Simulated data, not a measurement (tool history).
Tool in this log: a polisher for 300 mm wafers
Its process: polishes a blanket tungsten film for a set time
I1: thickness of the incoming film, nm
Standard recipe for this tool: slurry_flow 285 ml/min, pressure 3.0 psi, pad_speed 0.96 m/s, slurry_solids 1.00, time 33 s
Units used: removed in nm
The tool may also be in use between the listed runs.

run 1 hour=0.0 | slurry_flow=350 pressure=3.0 pad_speed=0.96 slurry_solids=1.10 time=33 | I1=828.1 | removed=127.3
run 2 hour=55.5 | slurry_flow=350 pressure=3.0 pad_speed=0.96 slurry_solids=1.10 time=33 | I1=838.7 | removed=130.8
run 3 hour=157.1 | slurry_flow=285 pressure=3.0 pad_speed=0.96 slurry_solids=1.00 time=33 | I1=843.4 | removed=122.1
run 4 hour=201.7 | slurry_flow=285 pressure=3.0 pad_speed=0.96 slurry_solids=1.00 time=33 | I1=822.6 | removed=123.2
-- hour=258.4 worn pad replaced by a new one
-- hour=294.7 slurry blender recalibrated
run 5 hour=328.7 | slurry_flow=285 pressure=3.0 pad_speed=0.96 slurry_solids=1.00 time=33 | I1=852.6 | removed=139.4
run 6 hour=367.1 | slurry_flow=285 pressure=3.0 pad_speed=0.96 slurry_solids=0.85 time=33 | I1=836.6 | removed=129.4
-- hour=376.7 slurry tank refilled with fresh slurry and peroxide
-- hour=401.7 slurry nozzle cleaned
run 7 hour=473.6 | slurry_flow=285 pressure=3.0 pad_speed=0.96 slurry_solids=0.85 time=33 | I1=827.2 | removed=124.6
run 8 hour=560.4 | slurry_flow=285 pressure=3.0 pad_speed=0.96 slurry_solids=0.85 time=33 | I1=838.2 | removed=122.1
-- hour=667.9 slurry blender recalibrated
-- hour=694.9 worn pad replaced by a new one
-- hour=804.5 slurry tank refilled with fresh slurry and peroxide
run 9 hour=825.2 | slurry_flow=285 pressure=3.0 pad_speed=0.96 slurry_solids=0.90 time=33 | I1=831.1 | removed=130.2
run 10 hour=900.2 | slurry_flow=225 pressure=3.0 pad_speed=0.96 slurry_solids=1.00 time=33 | I1=832.3 | removed=127.9
run 11 hour=1001.3 | slurry_flow=225 pressure=3.0 pad_speed=0.96 slurry_solids=1.00 time=33 | I1=840.8 | removed=128.1
-- hour=1018.9 head pressure recalibrated
-- hour=1036.0 slurry blender recalibrated
run 12 hour=1041.8 | slurry_flow=225 pressure=3.0 pad_speed=0.96 slurry_solids=1.00 time=33 | I1=839.8 | removed=116.7
-- hour=1044.7 slurry nozzle cleaned
-- hour=1058.2 worn pad replaced by a new one
run 13 hour=1133.9 | slurry_flow=285 pressure=3.0 pad_speed=0.96 slurry_solids=1.00 time=33 | I1=842.7 | removed=132.6
-- hour=1191.7 slurry tank refilled with fresh slurry and peroxide
run 14 hour=1237.6 | slurry_flow=380 pressure=3.0 pad_speed=1.24 slurry_solids=1.00 time=33 | I1=853.3 | removed=174.7
run 15 hour=1338.5 | slurry_flow=285 pressure=3.0 pad_speed=0.70 slurry_solids=1.00 time=42 | I1=837.0 | removed=119.2
run 16 hour=1376.3 | slurry_flow=220 pressure=3.0 pad_speed=0.96 slurry_solids=1.00 time=40 | I1=831.9 | removed=153.2
-- hour=1384.9 slurry blender recalibrated
-- hour=1401.3 worn pad replaced by a new one
run 17 hour=1432.5 | slurry_flow=285 pressure=2.6 pad_speed=1.14 slurry_solids=1.10 time=39 | I1=846.7 | removed=175.3
run 18 hour=1486.6 | slurry_flow=240 pressure=3.0 pad_speed=0.96 slurry_solids=0.85 time=33 | I1=846.0 | removed=127.8
run 19 hour=1524.3 | slurry_flow=285 pressure=3.0 pad_speed=0.96 slurry_solids=1.00 time=33 | I1=841.6 | removed=130.2
-- hour=1561.6 slurry tank refilled with fresh slurry and peroxide
-- hour=1617.3 slurry nozzle cleaned
run 20 hour=1623.8 | slurry_flow=200 pressure=2.4 pad_speed=0.72 slurry_solids=1.00 time=33 | I1=826.3 | removed=73.2
run 21 hour=1688.5 | slurry_flow=285 pressure=3.9 pad_speed=0.96 slurry_solids=1.00 time=33 | I1=835.6 | removed=169.1
-- hour=1742.9 worn pad replaced by a new one
run 22 hour=1743.6 | slurry_flow=230 pressure=2.5 pad_speed=1.22 slurry_solids=1.00 time=29 | I1=830.0 | removed=135.1
-- hour=1813.7 slurry blender recalibrated
run 23 hour=1820.2 | slurry_flow=285 pressure=3.0 pad_speed=0.96 slurry_solids=1.00 time=33 | I1=850.7 | removed=138.8
run 24 hour=1883.7 | slurry_flow=285 pressure=3.0 pad_speed=0.96 slurry_solids=1.00 time=33 | I1=839.3 | removed=137.4
run 25 hour=1948.9 | slurry_flow=375 pressure=3.0 pad_speed=0.96 slurry_solids=1.15 time=41 | I1=839.4 | removed=178.6

Results for each run, recomputed without the tool's hidden state and with each run's random variation untouched:
Unlogged tool condition in this case: removal rate lost through wear of the pad, %; slurry flow missing at the pad, %; deviation of the head's pressure from its setpoint, %; abrasive missing from the slurry, %; peroxide lost from the slurry, %.
run=1 removed=135.9
run=2 removed=140.7
run=3 removed=131.4
run=4 removed=132.4
run=5 removed=136.8
run=6 removed=129.0
run=7 removed=127.1
run=8 removed=125.4
run=9 removed=128.4
run=10 removed=128.7
run=11 removed=130.7
run=12 removed=130.4
run=13 removed=134.5
run=14 removed=180.5
run=15 removed=123.5
run=16 removed=158.6
run=17 removed=167.3
run=18 removed=125.7
run=19 removed=129.9
run=20 removed=74.7
run=21 removed=173.6
run=22 removed=122.0
run=23 removed=132.3
run=24 removed=134.5
run=25 removed=177.8
